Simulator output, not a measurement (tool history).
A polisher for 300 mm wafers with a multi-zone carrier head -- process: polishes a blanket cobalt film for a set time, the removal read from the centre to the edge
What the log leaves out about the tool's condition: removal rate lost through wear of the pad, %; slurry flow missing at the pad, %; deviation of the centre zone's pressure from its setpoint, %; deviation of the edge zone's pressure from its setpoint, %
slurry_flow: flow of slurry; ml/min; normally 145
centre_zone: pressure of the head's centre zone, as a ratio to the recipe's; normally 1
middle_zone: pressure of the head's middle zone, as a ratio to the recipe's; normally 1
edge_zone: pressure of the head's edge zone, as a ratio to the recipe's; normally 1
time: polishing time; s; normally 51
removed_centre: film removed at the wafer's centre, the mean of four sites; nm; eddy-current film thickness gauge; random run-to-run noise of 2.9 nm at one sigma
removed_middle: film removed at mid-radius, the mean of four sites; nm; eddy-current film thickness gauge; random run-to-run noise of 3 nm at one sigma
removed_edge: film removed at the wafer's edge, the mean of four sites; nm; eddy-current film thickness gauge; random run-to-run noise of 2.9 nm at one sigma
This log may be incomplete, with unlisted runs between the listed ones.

run	hour	slurry_flow	centre_zone	middle_zone	edge_zone	time	wafers since the last listed run	wafers polished on this pad	hours since the slurry nozzle was cleaned	hours since the centre zone pressure was calibrated	hours since the edge zone pressure was calibrated	hours since the carrier head's membrane was replaced	incoming thickness of the incoming film, nm	removed_centre	removed_middle	removed_edge
1	0	145	1	1	1	51	0	4077	122.8	243.2	197.7	445.8	915.5	223.7	220.8	223.4
# hour 56.6: worn pad replaced by a new one
2	107.6	145	1	1	1	51	1814	893	230.4	350.8	305.3	553.4	905.6	226.9	224.9	228
3	194.8	145	1	1	1	51	1527	2420	317.6	438	392.5	640.6	896.3	222.5	216	218.4
# hour 212.1: slurry nozzle cleaned
4	245.2	145	1	1	1	51	865	3286	33.1	488.4	442.9	691	899.8	233.5	221.9	227.5
# hour 358.8: worn pad replaced by a new one
5	506	145	1	1	1	51	4498	2578	293.9	749.2	703.7	951.8	913.3	222.3	215.7	226.3
6	564	145	1	1	1	38	1016	3594	351.9	807.2	761.7	1009.8	892.4	162.8	160.9	162.8
# hour 630.6: slurry nozzle cleaned
# hour 646.7: carrier head's membrane replaced by a new one
7	653.7	145	1	1	1	38	1466	5060	23.1	896.9	851.4	7	894.7	163.5	158.2	162.2
8	706	145	1	1	1	38	916	5976	75.4	949.2	903.7	59.3	907.2	152.5	152.6	156.9
# hour 742.8: worn pad replaced by a new one
9	756.2	145	1	1	1	51	809	235	125.6	999.4	953.9	109.5	915.3	237.2	232.7	234
10	801	145	1	1	1	51	784	1020	170.4	1044.2	998.7	154.3	887.2	235.2	227	228.5
11	872.4	145	1	1	1	51	1250	2271	241.8	1115.6	1070.1	225.7	893.8	226.4	225.2	225.1
12	938.3	145	1	1	1	51	1154	3425	307.7	1181.5	1136	291.6	915.7	217.1	215.6	216.6
# hour 975: slurry nozzle cleaned
# hour 982.4: edge zone pressure recalibrated
13	983.8	145	1	1	1.05	51	744	4170	8.8	1227	1.4	337.1	901.4	225.6	222	224.5
# hour 987.4: centre zone pressure recalibrated
# hour 1044.8: worn pad replaced by a new one
14	1053.4	145	1	1.1	1.07	39	1114	150	78.4	66	71	406.7	897.5	183	191.5	186.6
15	1139.9	170	1	0.9	1	51	1515	1666	164.9	152.5	157.5	493.2	892.9	243.5	212.2	234.3
16	1212.2	145	1	1	1	46	1266	2932	237.2	224.8	229.8	565.5	915.9	202.1	196.9	200
# hour 1306.2: slurry nozzle cleaned
17	1315.5	145	0.96	1	0.96	56	1792	4725	9.3	328.1	333.1	668.8	897.8	241.4	235.4	231.4
# hour 1347.4: worn pad replaced by a new one
18	1375.2	145	1	1	1	51	975	486	69	387.8	392.8	728.5	911.8	234.4	225.2	230.5
19	1413.8	145	1	1	1	51	676	1162	107.6	426.4	431.4	767.1	908.3	233.2	227	229.6
20	1475.9	145	1	1	0.96	51	1087	2250	169.7	488.5	493.5	829.2	894	226.6	219.2	224.8
21	1575.1	145	1	1	1	43	1737	3988	268.9	587.7	592.7	928.4	901.5	179.2	176.6	176.8
# hour 1646.5: carrier head's membrane replaced by a new one
# hour 1664.4: worn pad replaced by a new one
22	1679.6	145	1	1	1	43	1673	267	373.4	692.2	697.2	33.1	888.8	184.5	186.6	189.5

Alternative continuations, all from the tool just after run 22; predict every row:
A	1680	145	1	1.06	1	51	7	274	373.8	692.6	697.6	33.5	914.4	?	?	?
B	1680	130	1	0.92	1	51	7	274	373.8	692.6	697.6	33.5	914.4	?	?	?
C	1680	100	1	1	1	35	7	274	373.8	692.6	697.6	33.5	914.4	?	?	?
D	1680	145	1	0.95	1	51	7	274	373.8	692.6	697.6	33.5	914.4	?	?	?

run	removed_centre	removed_middle	removed_edge
A	221	224.3	222.5
B	212.2	192.4	217.9
C	129.5	128	140
D	220.9	204.5	222.9
What these runs would have given with no unlogged condition in the tool:
run	removed_centre	removed_middle	removed_edge
A	244.7	245.4	237.2
B	237.9	212.6	233.6
C	150.5	145.6	152.4
D	244.5	223.7	237.6
